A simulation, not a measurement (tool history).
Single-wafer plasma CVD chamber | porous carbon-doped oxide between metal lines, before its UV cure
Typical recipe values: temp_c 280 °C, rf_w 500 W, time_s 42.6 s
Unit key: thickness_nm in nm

run	hour	temp_c	rf_w	time_s	read-back reference wafer on the same gauge, thickness_nm	thickness_nm
1	0.0	280	455	42.6	244.037	261.611
2	20.9	280	455	42.6	244.095	260.318
3	40.0	289	500	42.6	244.132	265.026
4	73.3	280	500	42.6	243.938	279.365
5	140.8	280	500	42.6	244.012	279.312
6	161.8	280	500	44.9	243.973	293.556
7	190.4	280	500	44.9	243.900	303.567
8	192.5	274	445	40.2	244.003	259.184
9	225.8	276	455	35.6	244.099	230.993
10	246.9	295	470	46.9	244.040	276.831
11	261.2	280	455	42.6	244.013	268.547
12	296.1	280	435	39.1	243.957	237.764
13	327.7	280	570	42.6	244.108	316.694
14	353.6	280	500	42.6	243.945	287.837

Taken out of this log: 4 entries between the listed runs. Where each belongs, and how the hidden state differs across it:
From run 6 to run 7: gauge calibrated (hour 185.4); showerhead replaced (hour 187.2); thermocouple changed; heater temperature recalibrated (hour 189.9)
  wafer temperature above the value expected at the setpoint (K): 5.03 -> -0.693
  measured result minus the result with no hidden state, thickness_nm: -9.057 -> +1.290 nm
From run 8 to run 9: RF generator calibrated (hour 225.3)
  wafer temperature above the value expected at the setpoint (K): -0.687 -> -0.588
  measured result minus the result with no hidden state, thickness_nm: +1.114 -> +0.845 nm

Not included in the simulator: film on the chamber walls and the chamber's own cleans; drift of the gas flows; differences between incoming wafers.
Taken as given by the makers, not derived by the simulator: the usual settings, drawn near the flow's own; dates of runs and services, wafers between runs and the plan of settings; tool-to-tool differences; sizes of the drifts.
